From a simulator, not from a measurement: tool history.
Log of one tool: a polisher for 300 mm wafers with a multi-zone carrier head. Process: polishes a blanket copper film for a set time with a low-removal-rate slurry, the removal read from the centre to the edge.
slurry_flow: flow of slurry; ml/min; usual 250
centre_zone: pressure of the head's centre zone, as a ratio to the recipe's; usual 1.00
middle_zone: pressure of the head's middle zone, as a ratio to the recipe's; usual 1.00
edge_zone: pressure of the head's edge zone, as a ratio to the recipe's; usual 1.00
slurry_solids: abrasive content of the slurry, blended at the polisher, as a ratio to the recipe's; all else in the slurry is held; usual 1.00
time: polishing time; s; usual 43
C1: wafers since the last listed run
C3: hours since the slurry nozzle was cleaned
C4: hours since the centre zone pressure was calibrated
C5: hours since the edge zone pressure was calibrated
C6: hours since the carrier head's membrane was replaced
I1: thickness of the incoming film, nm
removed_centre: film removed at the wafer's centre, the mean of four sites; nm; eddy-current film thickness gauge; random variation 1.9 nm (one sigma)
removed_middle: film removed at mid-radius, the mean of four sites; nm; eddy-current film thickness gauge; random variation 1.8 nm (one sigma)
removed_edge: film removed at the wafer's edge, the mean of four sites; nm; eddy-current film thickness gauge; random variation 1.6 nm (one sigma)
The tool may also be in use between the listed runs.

run 1 hour=0.0 | slurry_flow=250 centre_zone=1.00 middle_zone=1.00 edge_zone=1.00 slurry_solids=1.00 time=43 | C1=0 wafers_polished_on_this_pad=3307 C3=365.1 C4=299.2 C5=302.6 C6=321.9 | I1=1318.5 | removed_centre=135.3 removed_middle=151.9 removed_edge=151.0
run 2 hour=85.7 | slurry_flow=335 centre_zone=1.08 middle_zone=0.92 edge_zone=1.00 slurry_solids=1.00 time=56 | C1=726 wafers_polished_on_this_pad=4033 C3=450.8 C4=384.9 C5=388.3 C6=407.6 | I1=1317.7 | removed_centre=185.5 removed_middle=184.0 removed_edge=188.6
-- hour=129.6 worn pad replaced by a new one
run 3 hour=192.3 | slurry_flow=330 centre_zone=1.00 middle_zone=1.00 edge_zone=1.00 slurry_solids=1.00 time=43 | C1=869 wafers_polished_on_this_pad=531 C3=557.4 C4=491.5 C5=494.9 C6=514.2 | I1=1288.2 | removed_centre=144.3 removed_middle=169.2 removed_edge=160.0
-- hour=195.3 edge zone pressure recalibrated
-- hour=197.6 centre zone pressure recalibrated
run 4 hour=231.5 | slurry_flow=250 centre_zone=1.00 middle_zone=1.00 edge_zone=1.00 slurry_solids=1.00 time=43 | C1=298 wafers_polished_on_this_pad=829 C3=596.6 C4=33.9 C5=36.2 C6=553.4 | I1=1325.7 | removed_centre=153.5 removed_middle=159.9 removed_edge=159.1
run 5 hour=280.6 | slurry_flow=195 centre_zone=1.00 middle_zone=1.00 edge_zone=0.88 slurry_solids=1.15 time=43 | C1=416 wafers_polished_on_this_pad=1245 C3=645.7 C4=83.0 C5=85.3 C6=602.5 | I1=1305.0 | removed_centre=148.7 removed_middle=157.7 removed_edge=146.6
run 6 hour=356.0 | slurry_flow=250 centre_zone=0.91 middle_zone=1.00 edge_zone=1.00 slurry_solids=1.00 time=43 | C1=638 wafers_polished_on_this_pad=1884 C3=721.1 C4=158.4 C5=160.7 C6=677.9 | I1=1291.2 | removed_centre=130.3 removed_middle=155.0 removed_edge=153.9
run 7 hour=436.6 | slurry_flow=180 centre_zone=1.00 middle_zone=1.00 edge_zone=1.00 slurry_solids=1.00 time=53 | C1=683 wafers_polished_on_this_pad=2567 C3=801.7 C4=239.0 C5=241.3 C6=758.5 | I1=1314.8 | removed_centre=164.7 removed_middle=182.0 removed_edge=182.0
run 8 hour=535.8 | slurry_flow=250 centre_zone=1.00 middle_zone=1.00 edge_zone=1.00 slurry_solids=1.00 time=43 | C1=840 wafers_polished_on_this_pad=3408 C3=900.9 C4=338.2 C5=340.5 C6=857.7 | I1=1291.2 | removed_centre=134.2 removed_middle=147.9 removed_edge=149.1
run 9 hour=572.8 | slurry_flow=250 centre_zone=1.06 middle_zone=1.00 edge_zone=1.00 slurry_solids=1.00 time=43 | C1=313 wafers_polished_on_this_pad=3721 C3=937.9 C4=375.2 C5=377.5 C6=894.7 | I1=1314.6 | removed_centre=139.6 removed_middle=146.2 removed_edge=143.5
-- hour=576.4 slurry nozzle cleaned
-- hour=633.8 worn pad replaced by a new one
run 10 hour=651.4 | slurry_flow=250 centre_zone=1.00 middle_zone=0.93 edge_zone=0.93 slurry_solids=1.00 time=43 | C1=623 wafers_polished_on_this_pad=149 C3=75.0 C4=453.8 C5=456.1 C6=973.3 | I1=1288.5 | removed_centre=143.2 removed_middle=156.6 removed_edge=157.0
-- hour=697.4 centre zone pressure recalibrated
-- hour=709.4 edge zone pressure recalibrated
run 11 hour=740.0 | slurry_flow=165 centre_zone=1.11 middle_zone=1.00 edge_zone=0.95 slurry_solids=1.20 time=43 | C1=716 wafers_polished_on_this_pad=866 C3=163.6 C4=42.6 C5=30.6 C6=1061.9 | I1=1290.3 | removed_centre=164.3 removed_middle=151.8 removed_edge=155.2
-- hour=809.3 carrier head's membrane replaced by a new one
run 12 hour=819.5 | slurry_flow=280 centre_zone=1.00 middle_zone=1.09 edge_zone=1.11 slurry_solids=1.00 time=30 | C1=631 wafers_polished_on_this_pad=1497 C3=243.1 C4=122.1 C5=110.1 C6=10.2 | I1=1293.8 | removed_centre=105.2 removed_middle=119.5 removed_edge=116.1
run 13 hour=895.8 | slurry_flow=250 centre_zone=1.00 middle_zone=1.00 edge_zone=1.00 slurry_solids=1.00 time=43 | C1=646 wafers_polished_on_this_pad=2144 C3=319.4 C4=198.4 C5=186.4 C6=86.5 | I1=1295.7 | removed_centre=141.4 removed_middle=155.0 removed_edge=156.9
run 14 hour=947.1 | slurry_flow=310 centre_zone=1.00 middle_zone=1.08 edge_zone=1.00 slurry_solids=0.80 time=43 | C1=434 wafers_polished_on_this_pad=2579 C3=370.7 C4=249.7 C5=237.7 C6=137.8 | I1=1335.5 | removed_centre=141.5 removed_middle=162.4 removed_edge=152.3
run 15 hour=1025.7 | slurry_flow=250 centre_zone=1.12 middle_zone=1.00 edge_zone=1.00 slurry_solids=1.00 time=53 | C1=666 wafers_polished_on_this_pad=3245 C3=449.3 C4=328.3 C5=316.3 C6=216.4 | I1=1322.4 | removed_centre=187.5 removed_middle=180.8 removed_edge=184.5
run 16 hour=1067.9 | slurry_flow=205 centre_zone=1.00 middle_zone=0.88 edge_zone=0.97 slurry_solids=1.00 time=43 | C1=357 wafers_polished_on_this_pad=3602 C3=491.5 C4=370.5 C5=358.5 C6=258.6 | I1=1321.4 | removed_centre=130.1 removed_middle=134.7 removed_edge=142.0
-- hour=1147.4 centre zone pressure recalibrated
run 17 hour=1150.0 | slurry_flow=250 centre_zone=1.00 middle_zone=1.00 edge_zone=1.00 slurry_solids=1.00 time=43 | C1=678 wafers_polished_on_this_pad=4281 C3=573.6 C4=2.6 C5=440.6 C6=340.7 | I1=1308.6 | removed_centre=141.1 removed_middle=142.6 removed_edge=140.5
-- hour=1155.9 worn pad replaced by a new one
-- hour=1164.0 edge zone pressure recalibrated
run 18 hour=1229.6 | slurry_flow=315 centre_zone=0.93 middle_zone=1.00 edge_zone=0.90 slurry_solids=1.00 time=57 | C1=623 wafers_polished_on_this_pad=607 C3=653.2 C4=82.2 C5=65.6 C6=420.3 | I1=1327.4 | removed_centre=191.7 removed_middle=216.6 removed_edge=205.6
run 19 hour=1303.5 | slurry_flow=250 centre_zone=1.00 middle_zone=0.89 edge_zone=1.00 slurry_solids=1.30 time=31 | C1=626 wafers_polished_on_this_pad=1234 C3=727.1 C4=156.1 C5=139.5 C6=494.2 | I1=1313.3 | removed_centre=108.5 removed_middle=110.0 removed_edge=119.5
run 20 hour=1339.6 | slurry_flow=325 centre_zone=1.00 middle_zone=1.00 edge_zone=1.00 slurry_solids=1.00 time=43 | C1=305 wafers_polished_on_this_pad=1540 C3=763.2 C4=192.2 C5=175.6 C6=530.3 | I1=1300.6 | removed_centre=154.0 removed_middle=166.6 removed_edge=159.4

How the hidden state differs across the entries between the runs, from the last listed run before each to the first after it:
Between runs 2 and 3: worn pad replaced by a new one (hour 129.6)
  removal rate lost through wear of the pad, %: 10.4 -> 0.99; deviation of the centre zone's pressure from its setpoint, %: -11.2 -> -11.6
  measured less the result without the state, removed_centre: -47.6 -> -20.8 nm; removed_middle: -21.3 -> -1.6 nm; removed_edge: -21.9 -> -1.6 nm
Between runs 3 and 4: edge zone pressure recalibrated (hour 195.3); centre zone pressure recalibrated (hour 197.6)
  removal rate lost through wear of the pad, %: 0.99 -> 1.26; deviation of the centre zone's pressure from its setpoint, %: -11.6 -> -2.66
  measured less the result without the state, removed_centre: -20.8 -> -6.2 nm; removed_middle: -1.6 -> -2.0 nm; removed_edge: -1.6 -> -2.0 nm
Between runs 9 and 10: slurry nozzle cleaned (hour 576.4); worn pad replaced by a new one (hour 633.8)
  removal rate lost through wear of the pad, %: 9.08 -> 0.218; deviation of the centre zone's pressure from its setpoint, %: -10 -> -10.4
  measured less the result without the state, removed_centre: -31.1 -> -17.2 nm; removed_middle: -14.5 -> -0.2 nm; removed_edge: -14.3 -> -0.4 nm
Between runs 10 and 11: centre zone pressure recalibrated (hour 697.4); edge zone pressure recalibrated (hour 709.4)
  removal rate lost through wear of the pad, %: 0.218 -> 0.68; deviation of the centre zone's pressure from its setpoint, %: -10.4 -> -2.43
  measured less the result without the state, removed_centre: -17.2 -> -5.2 nm; removed_middle: -0.2 -> -1.0 nm; removed_edge: -0.4 -> -1.1 nm
Between runs 11 and 12: carrier head's membrane replaced by a new one (hour 809.3)
  removal rate lost through wear of the pad, %: 0.68 -> 1.66; deviation of the centre zone's pressure from its setpoint, %: -2.43 -> -5.51
  measured less the result without the state, removed_centre: -5.2 -> -8.0 nm; removed_middle: -1.0 -> -2.0 nm; removed_edge: -1.1 -> -1.9 nm
Between runs 16 and 17: centre zone pressure recalibrated (hour 1147.4)
  removal rate lost through wear of the pad, %: 8.13 -> 11.4; deviation of the centre zone's pressure from its setpoint, %: -9.35 -> 0.294
  measured less the result without the state, removed_centre: -26.2 -> -17.7 nm; removed_middle: -11.8 -> -18.4 nm; removed_edge: -12.5 -> -18.1 nm
Between runs 17 and 18: worn pad replaced by a new one (hour 1155.9); edge zone pressure recalibrated (hour 1164.0)
  removal rate lost through wear of the pad, %: 11.4 -> 0.552; deviation of the centre zone's pressure from its setpoint, %: 0.294 -> -3.64
  measured less the result without the state, removed_centre: -17.7 -> -8.5 nm; removed_middle: -18.4 -> -1.2 nm; removed_edge: -18.1 -> -1.1 nm

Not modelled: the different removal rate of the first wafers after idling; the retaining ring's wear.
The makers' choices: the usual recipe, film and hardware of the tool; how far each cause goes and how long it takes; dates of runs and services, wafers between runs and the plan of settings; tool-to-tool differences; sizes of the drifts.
